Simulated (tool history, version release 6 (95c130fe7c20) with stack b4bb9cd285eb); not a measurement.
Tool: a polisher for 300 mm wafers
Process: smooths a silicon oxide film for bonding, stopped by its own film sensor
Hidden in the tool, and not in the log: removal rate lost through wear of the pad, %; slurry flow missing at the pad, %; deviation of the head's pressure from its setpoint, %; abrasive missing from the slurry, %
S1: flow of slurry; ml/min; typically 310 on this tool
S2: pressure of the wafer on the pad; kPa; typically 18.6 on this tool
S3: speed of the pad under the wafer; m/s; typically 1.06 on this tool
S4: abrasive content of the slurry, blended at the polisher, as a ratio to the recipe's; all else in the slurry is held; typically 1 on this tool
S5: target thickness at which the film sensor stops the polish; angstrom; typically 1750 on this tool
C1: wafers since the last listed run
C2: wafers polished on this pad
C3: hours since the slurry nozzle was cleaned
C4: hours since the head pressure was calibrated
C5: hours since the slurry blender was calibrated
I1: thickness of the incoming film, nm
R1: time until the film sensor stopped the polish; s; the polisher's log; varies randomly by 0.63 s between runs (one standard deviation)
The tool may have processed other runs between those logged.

run     day   S1    S2    S3    S4    S5    C1    C2     C3      C4     C5     I1    R1
  1       0  310  18.6  1.06     1  1750     0   359    1.1   650.5  228.3    211  43.2
  2   0.979  310  18.6  1.06     1  1750   242   601   24.6     674  251.8  212.3  44.9
  3   2.183  310  18.6  1.06  0.75  1750   298   899   53.5   702.9  280.7  209.9  45.6
  4   3.312  310  18.6  1.06  0.75  1750   279  1179   80.6     730  307.8  209.8  45.6
  5   4.338  310  18.6  1.06  0.75  1750   253  1433  105.2   754.6  332.4  212.4  50.1
      5.025  -- worn pad replaced by a new one
  6   5.046  310  17.2  1.06     1  1750   134     4  122.2   771.6  349.4  209.2  47.8
  7   5.579  310  17.2  1.06     1  1750   132   137    135   784.4  362.2  209.7  47.5
  8   7.025  365  18.6  1.06     1  1750   358   495  169.7   819.1  396.9  208.8  43.2
  9   7.783  350  18.6  1.06     1  1750   187   683  187.9   837.3  415.1  206.9  43.3
 10   9.225  350  18.6  1.06     1  1750   357  1040  222.5   871.9  449.7  209.9  46.6
     11.438  -- worn pad replaced by a new one, repeated, since the last time left the tool worse
     12.171  -- slurry blender recalibrated
     12.354  -- slurry nozzle cleaned
 11  13.662  350  18.6  1.06     1  1750  1027   520   31.4   978.4   35.8  207.8  39.3
 12  14.938  310  22.8  1.06     1  1750   315   836     62    1009   66.4  210.5    34
 13  15.775  265  18.6  1.06     1  1750   207  1044   82.1  1029.1   86.5    212    44
 14  16.442  310  18.6  1.22  0.85  1750   165  1209   98.1  1045.1  102.5  212.7  42.4
 15  17.104  310  21.4  0.72   1.1  1840   164  1373    114    1061  118.4  209.6    36
     17.679  -- worn pad replaced by a new one
 16    17.7  310  18.6  0.96     1  1860   106     5  128.3  1075.3  132.7  208.7  28.5
 17  19.088  310  18.6  1.06     1  1750   343   349  161.6  1108.6    166  207.3  38.6
     19.404  -- head pressure recalibrated
 18  20.158  210  16.5  0.92     1  1720   244   593  187.3    18.1  191.7  211.8  59.9
 19  21.567  310  18.6  1.06   1.3  1690   348   942  221.1    51.9  225.5  211.2    47
 20  22.742  310  18.6  1.06     1  1750   291  1233  249.3    80.1  253.7  212.1  45.6
 21  23.425  310  18.6  1.06  0.85  1750   169  1403  265.7    96.5  270.1  205.5    39
 22   24.05  240  16.5  1.36     1  1630   154  1557  280.7   111.5  285.1  208.1  51.2
     24.238  -- worn pad replaced by a new one
       24.7  -- slurry nozzle cleaned
 23  25.125  310  14.5  1.32  1.25  1800   214   209   10.2   137.3  310.9  207.1  31.9
 24  29.617  370  18.6  1.06     1  1850  1112  1322    118   245.1  418.7  207.3  26.8

Alternative continuations, all from the tool just after run 24; predict every row:
  A  29.633  310  18.6  1.06    1  1750   4  1326  118.4  245.5  419.1  209.1   ?
  B  29.633  310  18.6  0.94  0.8  1750   4  1326  118.4  245.5  419.1  209.1   ?
  C  29.633  310  21.4  1.06    1  1750   4  1326  118.4  245.5  419.1  209.1   ?
  D  29.633  395  18.6  1.06    1  1750   4  1326  118.4  245.5  419.1  209.1   ?
  E  29.633  350  18.6  1.22  0.8  1780   4  1326  118.4  245.5  419.1  209.1   ?

run    R1
  A  41.3
  B  48.9
  C    36
  D  40.8
  E    36
Without the tool's unlogged condition, the same runs would have read:
run    R1
  A  39.4
  B  46.6
  C  34.3
  D  38.9
  E  34.3

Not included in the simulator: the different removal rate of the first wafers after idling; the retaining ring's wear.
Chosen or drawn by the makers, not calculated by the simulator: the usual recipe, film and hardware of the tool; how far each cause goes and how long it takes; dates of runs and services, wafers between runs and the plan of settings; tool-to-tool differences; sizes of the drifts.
